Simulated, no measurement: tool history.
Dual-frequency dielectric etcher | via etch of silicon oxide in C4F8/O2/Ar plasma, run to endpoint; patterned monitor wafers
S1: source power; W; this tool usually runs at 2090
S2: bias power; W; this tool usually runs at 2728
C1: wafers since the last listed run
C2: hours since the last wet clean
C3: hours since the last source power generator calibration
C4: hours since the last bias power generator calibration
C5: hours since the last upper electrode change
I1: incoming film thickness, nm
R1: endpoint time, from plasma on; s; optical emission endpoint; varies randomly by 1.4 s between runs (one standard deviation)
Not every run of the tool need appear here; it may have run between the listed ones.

| run | hour | S1 | S2 | C1 | C2 | C3 | C4 | C5 | I1 | R1 |
|---|---|---|---|---|---|---|---|---|---|---|
| 1 | 0.0 | 2420 | 2728 | 0 | 78.9 | 1622.5 | 3329.1 | 3855.3 | 2070.8 | 342.3 |
| 2 | 19.9 | 2090 | 2728 | 69 | 98.8 | 1642.4 | 3349.0 | 3875.2 | 2048.7 | 361.4 |
| 3 | 48.4 | 2090 | 2728 | 99 | 127.3 | 1670.9 | 3377.5 | 3903.7 | 2069.4 | 364.0 |
| 4 | 77.8 | 1740 | 2275 | 102 | 156.7 | 1700.3 | 3406.9 | 3933.1 | 2043.8 | 404.2 |
| 5 | 110.0 | 1740 | 2275 | 111 | 188.9 | 1732.5 | 3439.1 | 3965.3 | 2027.2 | 402.6 |
| 6 | 136.7 | 1840 | 2511 | 92 | 215.6 | 1759.2 | 3465.8 | 3992.0 | 2061.7 | 389.6 |
| 7 | 160.4 | 1840 | 2511 | 82 | 239.3 | 1782.9 | 3489.5 | 4015.7 | 2076.4 | 391.2 |
| 8 | 185.0 | 1840 | 2511 | 85 | 263.9 | 1807.5 | 3514.1 | 4040.3 | 2053.5 | 388.0 |
| 9 | 203.7 | 2090 | 2562 | 64 | 282.6 | 1826.2 | 3532.8 | 4059.0 | 2060.1 | 364.9 |
| 10 | 230.9 | 2090 | 2562 | 94 | 309.8 | 1853.4 | 3560.0 | 4086.2 | 2069.6 | 366.8 |
| 11 | 246.3 | 2090 | 2728 | 53 | 325.2 | 1868.8 | 3575.4 | 4101.6 | 2063.9 | 360.1 |
| 12 | 280.2 | 2090 | 2728 | 117 | 359.1 | 1902.7 | 3609.3 | 4135.5 | 2056.3 | 355.8 |
| 13 | 294.3 | 2090 | 2728 | 48 | 373.2 | 1916.8 | 3623.4 | 4149.6 | 2047.8 | 355.0 |
|  | 328.1 | wet clean of the chamber |
| 14 | 329.1 | 2090 | 2728 | 37 | 1.0 | 1951.6 | 3658.2 | 4184.4 | 2043.2 | 362.7 |
| 15 | 403.4 | 2090 | 2728 | 258 | 75.3 | 2025.9 | 3732.5 | 4258.7 | 2057.8 | 361.8 |
|  | 454.7 | upper electrode replaced |
| 16 | 455.2 | 2090 | 2728 | 96 | 127.1 | 2077.7 | 3784.3 | 0.5 | 2061.6 | 364.9 |
| 17 | 465.1 | 1600 | 2089 | 34 | 137.0 | 2087.6 | 3794.2 | 10.4 | 2053.1 | 429.8 |
| 18 | 487.8 | 2090 | 2728 | 78 | 159.7 | 2110.3 | 3816.9 | 33.1 | 2034.0 | 358.5 |
| 19 | 516.4 | 1860 | 2163 | 99 | 188.3 | 2138.9 | 3845.5 | 61.7 | 2056.1 | 399.1 |
| 20 | 544.2 | 2090 | 2728 | 96 | 216.1 | 2166.7 | 3873.3 | 89.5 | 2050.0 | 362.2 |
| 21 | 576.4 | 2090 | 2728 | 111 | 248.3 | 2198.9 | 3905.5 | 121.7 | 2054.8 | 359.7 |
| 22 | 590.6 | 2090 | 2728 | 49 | 262.5 | 2213.1 | 3919.7 | 135.9 | 2053.2 | 358.2 |
| 23 | 625.1 | 2530 | 2421 | 119 | 297.0 | 2247.6 | 3954.2 | 170.4 | 2053.3 | 337.5 |
| 24 | 645.2 | 2240 | 3275 | 69 | 317.1 | 2267.7 | 3974.3 | 190.5 | 2038.7 | 332.9 |
| 25 | 665.9 | 1940 | 2728 | 71 | 337.8 | 2288.4 | 3995.0 | 211.2 | 2056.4 | 373.0 |
|  | 674.3 | source power generator calibrated |
| 26 | 679.2 | 2460 | 2051 | 32 | 351.1 | 4.9 | 4008.3 | 224.5 | 2052.3 | 349.9 |
|  | 715.7 | wet clean of the chamber |
| 27 | 716.2 | 1870 | 3177 | 45 | 0.5 | 41.9 | 4045.3 | 261.5 | 2058.1 | 370.3 |
|  | 735.1 | bias power generator calibrated |
| 28 | 738.9 | 2550 | 3111 | 64 | 23.2 | 64.6 | 3.8 | 284.2 | 2036.6 | 320.2 |
| 29 | 755.0 | 2470 | 3082 | 55 | 39.3 | 80.7 | 19.9 | 300.3 | 2069.9 | 333.6 |
| 30 | 775.1 | 1870 | 3404 | 69 | 59.4 | 100.8 | 40.0 | 320.4 | 2043.2 | 363.9 |
| 31 | 795.4 | 2400 | 3367 | 70 | 79.7 | 121.1 | 60.3 | 340.7 | 2079.7 | 331.5 |
| 32 | 885.2 | 1580 | 2962 | 311 | 169.5 | 210.9 | 150.1 | 430.5 | 2039.1 | 403.1 |
| 33 | 906.3 | 2090 | 2728 | 73 | 190.6 | 232.0 | 171.2 | 451.6 | 2056.7 | 359.1 |
| 34 | 928.5 | 2570 | 3251 | 77 | 212.8 | 254.2 | 193.4 | 473.8 | 2039.4 | 314.3 |

Hidden state at the last listed run before each entry between runs and at the first one after, where it differs:
Between runs 13 and 14: wet clean of the chamber (hour 328.1)
  etch rate over this chamber's usual, %: 2.2 -> -0.0882
  difference, measured minus the result without the unlogged condition, R1: -7.9 -> +0.4 s
Between runs 15 and 16: upper electrode replaced (hour 454.7)
  etch rate over this chamber's usual, %: 0.295 -> 0.563
  difference, measured minus the result without the unlogged condition, R1: -1.1 -> -2.1 s
Between runs 25 and 26: source power generator calibrated (hour 674.3)
  etch rate over this chamber's usual, %: 1.65 -> 1.72
  difference, measured minus the result without the unlogged condition, R1: -6.1 -> -6.0 s
Between runs 26 and 27: wet clean of the chamber (hour 715.7)
  etch rate over this chamber's usual, %: 1.72 -> 0.107
  difference, measured minus the result without the unlogged condition, R1: -6.0 -> -0.4 s
Between runs 27 and 28: bias power generator calibrated (hour 735.1)
  etch rate over this chamber's usual, %: 0.107 -> 0.224
  difference, measured minus the result without the unlogged condition, R1: -0.4 -> -0.7 s

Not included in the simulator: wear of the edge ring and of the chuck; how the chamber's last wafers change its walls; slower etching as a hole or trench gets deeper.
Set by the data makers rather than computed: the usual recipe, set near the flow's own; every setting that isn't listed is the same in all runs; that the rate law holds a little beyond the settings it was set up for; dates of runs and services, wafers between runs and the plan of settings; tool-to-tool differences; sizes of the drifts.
